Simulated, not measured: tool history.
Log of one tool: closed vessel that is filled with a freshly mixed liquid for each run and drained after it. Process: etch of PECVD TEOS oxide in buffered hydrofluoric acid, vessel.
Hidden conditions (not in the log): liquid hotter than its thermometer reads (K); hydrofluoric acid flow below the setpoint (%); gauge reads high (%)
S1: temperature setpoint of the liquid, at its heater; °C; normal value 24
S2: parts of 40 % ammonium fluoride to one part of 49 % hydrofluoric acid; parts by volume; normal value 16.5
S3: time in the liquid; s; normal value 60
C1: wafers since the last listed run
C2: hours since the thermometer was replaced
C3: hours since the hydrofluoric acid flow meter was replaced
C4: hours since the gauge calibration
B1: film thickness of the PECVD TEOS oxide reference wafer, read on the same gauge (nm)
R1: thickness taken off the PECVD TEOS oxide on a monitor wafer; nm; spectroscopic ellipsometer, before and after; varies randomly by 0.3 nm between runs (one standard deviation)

{"run": 1, "hour": 0.0, "S1": 27, "S2": 20.5, "S3": 60, "C1": 0, "C2": 1341.7, "C3": 553.6, "C4": 31.9, "B1": 140, "R1": 51.6}
{"run": 2, "hour": 98.2, "S1": 24, "S2": 16.5, "S3": 60, "C1": 14331, "C2": 1439.9, "C3": 651.8, "C4": 130.1, "B1": 140.01, "R1": 53.67}
{"run": 3, "hour": 136.7, "S1": 24, "S2": 12.5, "S3": 60, "C1": 5618, "C2": 1478.4, "C3": 690.3, "C4": 168.6, "B1": 139.98, "R1": 69.7}
{"run": 4, "hour": 194.2, "S1": 24, "S2": 12.5, "S3": 60, "C1": 8391, "C2": 1535.9, "C3": 747.8, "C4": 226.1, "B1": 140, "R1": 69.87}
{"run": 5, "hour": 258.9, "S1": 24, "S2": 12.5, "S3": 60, "C1": 9442, "C2": 1600.6, "C3": 812.5, "C4": 290.8, "B1": 140.03, "R1": 69.9}
{"run": 6, "hour": 314.0, "S1": 24, "S2": 20, "S3": 60, "C1": 8041, "C2": 1655.7, "C3": 867.6, "C4": 345.9, "B1": 140.01, "R1": 44.13}
{"run": 7, "hour": 364.8, "S1": 24, "S2": 16.5, "S3": 50, "C1": 7413, "C2": 1706.5, "C3": 918.4, "C4": 396.7, "B1": 139.95, "R1": 44.35}
{"run": 8, "hour": 438.6, "S1": 24, "S2": 16.5, "S3": 40, "C1": 10770, "C2": 1780.3, "C3": 992.2, "C4": 470.5, "B1": 139.99, "R1": 35.32}
{"run": 9, "hour": 482.6, "S1": 24, "S2": 16.5, "S3": 40, "C1": 6421, "C2": 1824.3, "C3": 1036.2, "C4": 514.5, "B1": 140, "R1": 35.22}
{"run": 10, "hour": 573.3, "S1": 24, "S2": 16.5, "S3": 40, "C1": 13236, "C2": 1915, "C3": 1126.9, "C4": 605.2, "B1": 140, "R1": 35.09}
{"run": 11, "hour": 631.7, "S1": 24, "S2": 16.5, "S3": 85, "C1": 8522, "C2": 1973.4, "C3": 1185.3, "C4": 663.6, "B1": 139.97, "R1": 74.14}
{"run": 12, "hour": 717.9, "S1": 24, "S2": 16.5, "S3": 85, "C1": 12580, "C2": 2059.6, "C3": 1271.5, "C4": 749.8, "B1": 140, "R1": 74.55}
{"hour": 740.6, "done": "hydrofluoric acid flow meter replaced"}
{"run": 13, "hour": 816.7, "S1": 24, "S2": 16.5, "S3": 85, "C1": 14273, "C2": 2158.4, "C3": 76.1, "C4": 848.6, "B1": 140.01, "R1": 78.82}
{"run": 14, "hour": 995.6, "S1": 24, "S2": 16.5, "S3": 60, "C1": 26108, "C2": 2337.3, "C3": 255, "C4": 1027.5, "B1": 139.99, "R1": 55.76}
{"run": 15, "hour": 1080.9, "S1": 21, "S2": 16.5, "S3": 60, "C1": 12448, "C2": 2422.6, "C3": 340.3, "C4": 1112.8, "B1": 140.01, "R1": 47.42}
{"run": 16, "hour": 1157.6, "S1": 24, "S2": 12.5, "S3": 60, "C1": 11193, "C2": 2499.3, "C3": 417, "C4": 1189.5, "B1": 140, "R1": 72.69}
{"run": 17, "hour": 1265.5, "S1": 24, "S2": 20.5, "S3": 80, "C1": 15747, "C2": 2607.2, "C3": 524.9, "C4": 1297.4, "B1": 139.99, "R1": 60.75}
{"run": 18, "hour": 1312.7, "S1": 21.5, "S2": 10.5, "S3": 35, "C1": 6888, "C2": 2654.4, "C3": 572.1, "C4": 1344.6, "B1": 139.97, "R1": 43.91}
{"run": 19, "hour": 1400.4, "S1": 22, "S2": 16.5, "S3": 60, "C1": 12799, "C2": 2742.1, "C3": 659.8, "C4": 1432.3, "B1": 139.99, "R1": 49.63}
{"run": 20, "hour": 1501.3, "S1": 24, "S2": 14, "S3": 60, "C1": 14725, "C2": 2843, "C3": 760.7, "C4": 1533.2, "B1": 140, "R1": 64.39}
{"run": 21, "hour": 1588.4, "S1": 21, "S2": 16.5, "S3": 75, "C1": 12711, "C2": 2930.1, "C3": 847.8, "C4": 1620.3, "B1": 139.99, "R1": 58.32}
{"run": 22, "hour": 1669.6, "S1": 24, "S2": 16.5, "S3": 60, "C1": 11850, "C2": 3011.3, "C3": 929, "C4": 1701.5, "B1": 139.98, "R1": 55.54}
{"hour": 1714.9, "done": "thermometer replaced"}
{"run": 23, "hour": 1745.3, "S1": 27, "S2": 14, "S3": 50, "C1": 10901, "C2": 30.4, "C3": 1004.7, "C4": 1777.2, "B1": 140.01, "R1": 57.98}
{"hour": 1922.3, "done": "gauge calibrated"}
{"hour": 2021.7, "done": "hydrofluoric acid flow meter replaced"}
{"run": 24, "hour": 2042.4, "S1": 19.5, "S2": 21, "S3": 75, "C1": 43213, "C2": 327.5, "C3": 20.7, "C4": 120.1, "B1": 139.99, "R1": 41.16}
{"run": 25, "hour": 2125.4, "S1": 26.5, "S2": 16.5, "S3": 60, "C1": 12113, "C2": 410.5, "C3": 103.7, "C4": 203.1, "B1": 140.02, "R1": 60.53}
{"run": 26, "hour": 2205.2, "S1": 24, "S2": 16.5, "S3": 60, "C1": 11646, "C2": 490.3, "C3": 183.5, "C4": 282.9, "B1": 140, "R1": 52.69}
{"run": 27, "hour": 2241.7, "S1": 24, "S2": 16.5, "S3": 60, "C1": 5326, "C2": 526.8, "C3": 220, "C4": 319.4, "B1": 140.01, "R1": 52.67}
{"run": 28, "hour": 2283.4, "S1": 24, "S2": 21, "S3": 30, "C1": 6085, "C2": 568.5, "C3": 261.7, "C4": 361.1, "B1": 139.96, "R1": 21.31}
{"run": 29, "hour": 2366.6, "S1": 21, "S2": 16.5, "S3": 60, "C1": 12142, "C2": 651.7, "C3": 344.9, "C4": 444.3, "B1": 140.05, "R1": 44.77}
{"run": 30, "hour": 2409.2, "S1": 24, "S2": 16.5, "S3": 60, "C1": 6217, "C2": 694.3, "C3": 387.5, "C4": 486.9, "B1": 139.96, "R1": 52.16}
{"run": 31, "hour": 2656.1, "S1": 24, "S2": 16.5, "S3": 30, "C1": 36032, "C2": 941.2, "C3": 634.4, "C4": 733.8, "B1": 140.01, "R1": 25.96}
{"run": 32, "hour": 2711.3, "S1": 24, "S2": 19, "S3": 60, "C1": 8055, "C2": 996.4, "C3": 689.6, "C4": 789, "B1": 139.99, "R1": 45.04}
{"run": 33, "hour": 2790.0, "S1": 27.5, "S2": 19, "S3": 45, "C1": 11485, "C2": 1075.1, "C3": 768.3, "C4": 867.7, "B1": 139.98, "R1": 40.96}

Here are 4 independent what-if runs from the current tool condition. What would each one return?
{"run": "A", "hour": 2790.7, "S1": 24, "S2": 16.5, "S3": 60, "C1": 102, "C2": 1075.8, "C3": 769, "C4": 868.4, "B1": "?", "R1": "?"}
{"run": "B", "hour": 2790.7, "S1": 27, "S2": 14.5, "S3": 70, "C1": 102, "C2": 1075.8, "C3": 769, "C4": 868.4, "B1": "?", "R1": "?"}
{"run": "C", "hour": 2790.7, "S1": 26.5, "S2": 10.5, "S3": 45, "C1": 102, "C2": 1075.8, "C3": 769, "C4": 868.4, "B1": "?", "R1": "?"}
{"run": "D", "hour": 2790.7, "S1": 19.5, "S2": 14.5, "S3": 90, "C1": 102, "C2": 1075.8, "C3": 769, "C4": 868.4, "B1": "?", "R1": "?"}

run=A B1=140.02 R1=51.75
run=B B1=140.02 R1=80.59
run=C B1=140.02 R1=69.17
run=D B1=140.02 R1=68.74
With no hidden state in the tool, these same runs would have given:
run=A R1=53.2
run=B R1=82.88
run=C R1=71.11
run=D R1=70.6

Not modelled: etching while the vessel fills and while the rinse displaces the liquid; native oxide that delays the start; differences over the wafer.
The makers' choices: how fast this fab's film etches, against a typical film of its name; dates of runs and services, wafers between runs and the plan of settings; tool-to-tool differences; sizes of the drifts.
